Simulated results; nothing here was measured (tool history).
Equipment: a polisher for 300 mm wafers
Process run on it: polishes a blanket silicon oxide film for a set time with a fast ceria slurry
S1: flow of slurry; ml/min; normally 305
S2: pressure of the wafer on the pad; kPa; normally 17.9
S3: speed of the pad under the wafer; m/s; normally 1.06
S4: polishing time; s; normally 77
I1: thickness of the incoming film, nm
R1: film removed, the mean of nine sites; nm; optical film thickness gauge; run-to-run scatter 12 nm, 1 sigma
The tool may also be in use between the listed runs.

run 1 day=0.000 | S1=305 S2=17.9 S3=1.06 S4=77 | I1=3828.6 | R1=1169.5
run 2 day=0.712 | S1=305 S2=17.9 S3=1.06 S4=77 | I1=3818.8 | R1=1162.8
-- day=1.092 worn pad replaced by a new one
run 3 day=1.450 | S1=305 S2=17.9 S3=0.96 S4=77 | I1=3767.6 | R1=1092.1
run 4 day=2.158 | S1=305 S2=17.9 S3=0.96 S4=77 | I1=3820.4 | R1=1062.3
run 5 day=2.488 | S1=305 S2=17.9 S3=0.78 S4=77 | I1=3734.1 | R1=914.4
run 6 day=3.158 | S1=305 S2=17.9 S3=0.78 S4=77 | I1=3765.4 | R1=886.0
run 7 day=3.567 | S1=365 S2=17.9 S3=1.06 S4=58 | I1=3806.7 | R1=877.3
run 8 day=3.871 | S1=305 S2=17.9 S3=1.06 S4=77 | I1=3771.8 | R1=1139.2
-- day=4.175 worn pad replaced by a new one
run 9 day=4.233 | S1=305 S2=17.9 S3=1.06 S4=77 | I1=3797.3 | R1=1184.0
run 10 day=4.525 | S1=305 S2=17.9 S3=1.06 S4=77 | I1=3810.7 | R1=1196.4
run 11 day=5.250 | S1=305 S2=17.9 S3=1.06 S4=77 | I1=3752.4 | R1=1181.5
run 12 day=5.967 | S1=305 S2=17.9 S3=1.06 S4=77 | I1=3809.2 | R1=1164.5
-- day=6.129 head pressure recalibrated
run 13 day=6.596 | S1=380 S2=17.9 S3=1.06 S4=77 | I1=3714.4 | R1=1161.3
run 14 day=7.108 | S1=305 S2=11.7 S3=1.06 S4=61 | I1=3847.8 | R1=594.6
-- day=7.538 worn pad replaced by a new one
run 15 day=7.800 | S1=405 S2=12.4 S3=1.34 S4=77 | I1=3768.8 | R1=1054.8
run 16 day=8.171 | S1=305 S2=17.9 S3=0.76 S4=77 | I1=3730.2 | R1=897.1
run 17 day=8.458 | S1=305 S2=17.9 S3=1.06 S4=77 | I1=3783.3 | R1=1190.3
run 18 day=9.146 | S1=305 S2=17.9 S3=1.06 S4=77 | I1=3792.5 | R1=1163.7
-- day=9.367 slurry nozzle cleaned
run 19 day=9.896 | S1=305 S2=15.9 S3=0.86 S4=85 | I1=3728.2 | R1=938.3
run 20 day=10.192 | S1=305 S2=17.9 S3=1.06 S4=77 | I1=3838.5 | R1=1164.4

What will run 21 give?
run 21 day=10.488 | S1=305 S2=17.9 S3=0.72 S4=59 | I1=3840.7 | R1=?

R1: 622.3 nm
With no hidden state in the tool, this same run would have given R1 657.6 nm.

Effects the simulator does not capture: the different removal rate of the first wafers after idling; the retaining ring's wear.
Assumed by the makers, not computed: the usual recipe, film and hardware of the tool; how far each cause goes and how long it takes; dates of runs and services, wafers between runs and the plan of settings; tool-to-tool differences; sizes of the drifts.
